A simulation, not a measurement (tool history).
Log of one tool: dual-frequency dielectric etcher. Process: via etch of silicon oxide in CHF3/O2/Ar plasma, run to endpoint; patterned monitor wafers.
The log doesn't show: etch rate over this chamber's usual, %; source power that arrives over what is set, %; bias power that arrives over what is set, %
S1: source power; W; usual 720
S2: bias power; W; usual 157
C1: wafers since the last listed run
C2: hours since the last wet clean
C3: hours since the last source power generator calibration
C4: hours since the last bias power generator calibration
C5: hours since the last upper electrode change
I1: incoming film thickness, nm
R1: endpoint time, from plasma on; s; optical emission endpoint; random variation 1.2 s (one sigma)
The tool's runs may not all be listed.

{"run": 1, "hour": 0.0, "S1": 720, "S2": 157, "C1": 0, "C2": 587.2, "C3": 1947.7, "C4": 1437.2, "C5": 2302.6, "I1": 813.9, "R1": 380.5}
{"hour": 19.3, "done": "wet clean of the chamber"}
{"run": 2, "hour": 88.1, "S1": 720, "S2": 157, "C1": 426, "C2": 68.8, "C3": 2035.8, "C4": 1525.3, "C5": 2390.7, "I1": 811.3, "R1": 379}
{"run": 3, "hour": 186.1, "S1": 720, "S2": 157, "C1": 608, "C2": 166.8, "C3": 2133.8, "C4": 1623.3, "C5": 2488.7, "I1": 812.9, "R1": 384}
{"run": 4, "hour": 229.2, "S1": 720, "S2": 157, "C1": 267, "C2": 209.9, "C3": 2176.9, "C4": 1666.4, "C5": 2531.8, "I1": 810.3, "R1": 377.5}
{"run": 5, "hour": 312.8, "S1": 720, "S2": 157, "C1": 518, "C2": 293.5, "C3": 2260.5, "C4": 1750, "C5": 2615.4, "I1": 813.9, "R1": 381.4}
{"run": 6, "hour": 370.6, "S1": 720, "S2": 157, "C1": 358, "C2": 351.3, "C3": 2318.3, "C4": 1807.8, "C5": 2673.2, "I1": 819.2, "R1": 386.4}
{"run": 7, "hour": 469.4, "S1": 720, "S2": 157, "C1": 613, "C2": 450.1, "C3": 2417.1, "C4": 1906.6, "C5": 2772, "I1": 807.9, "R1": 376}
{"run": 8, "hour": 531.9, "S1": 720, "S2": 157, "C1": 387, "C2": 512.6, "C3": 2479.6, "C4": 1969.1, "C5": 2834.5, "I1": 814.7, "R1": 382.8}
{"run": 9, "hour": 575.6, "S1": 720, "S2": 157, "C1": 271, "C2": 556.3, "C3": 2523.3, "C4": 2012.8, "C5": 2878.2, "I1": 816.3, "R1": 384.3}
{"hour": 633.7, "done": "wet clean of the chamber"}
{"run": 10, "hour": 634.2, "S1": 720, "S2": 136, "C1": 214, "C2": 0.5, "C3": 2581.9, "C4": 2071.4, "C5": 2936.8, "I1": 821.4, "R1": 398.8}
{"run": 11, "hour": 683.4, "S1": 720, "S2": 136, "C1": 305, "C2": 49.7, "C3": 2631.1, "C4": 2120.6, "C5": 2986, "I1": 811.9, "R1": 394.6}
{"run": 12, "hour": 739.3, "S1": 720, "S2": 136, "C1": 346, "C2": 105.6, "C3": 2687, "C4": 2176.5, "C5": 3041.9, "I1": 814.4, "R1": 393.8}
{"run": 13, "hour": 835.5, "S1": 770, "S2": 157, "C1": 596, "C2": 201.8, "C3": 2783.2, "C4": 2272.7, "C5": 3138.1, "I1": 814.2, "R1": 371.9}
{"run": 14, "hour": 915.2, "S1": 770, "S2": 157, "C1": 494, "C2": 281.5, "C3": 2862.9, "C4": 2352.4, "C5": 3217.8, "I1": 810, "R1": 371}
{"run": 15, "hour": 1022.5, "S1": 770, "S2": 157, "C1": 665, "C2": 388.8, "C3": 2970.2, "C4": 2459.7, "C5": 3325.1, "I1": 819.6, "R1": 376.1}
{"run": 16, "hour": 1126.4, "S1": 720, "S2": 139, "C1": 644, "C2": 492.7, "C3": 3074.1, "C4": 2563.6, "C5": 3429, "I1": 815.3, "R1": 394.6}
{"run": 17, "hour": 1165.9, "S1": 720, "S2": 157, "C1": 245, "C2": 532.2, "C3": 3113.6, "C4": 2603.1, "C5": 3468.5, "I1": 812.7, "R1": 380.9}
{"run": 18, "hour": 1246.3, "S1": 880, "S2": 129, "C1": 498, "C2": 612.6, "C3": 3194, "C4": 2683.5, "C5": 3548.9, "I1": 810.8, "R1": 374}

Run 19 comes next. What will it give?
{"run": 19, "hour": 1290.9, "S1": 620, "S2": 129, "C1": 276, "C2": 657.2, "C3": 3238.6, "C4": 2728.1, "C5": 3593.5, "I1": 806.4, "R1": "?"}

Run 19 gave R1 414.1 s.
Without the tool's hidden state the same run would have given R1 414.1 s.
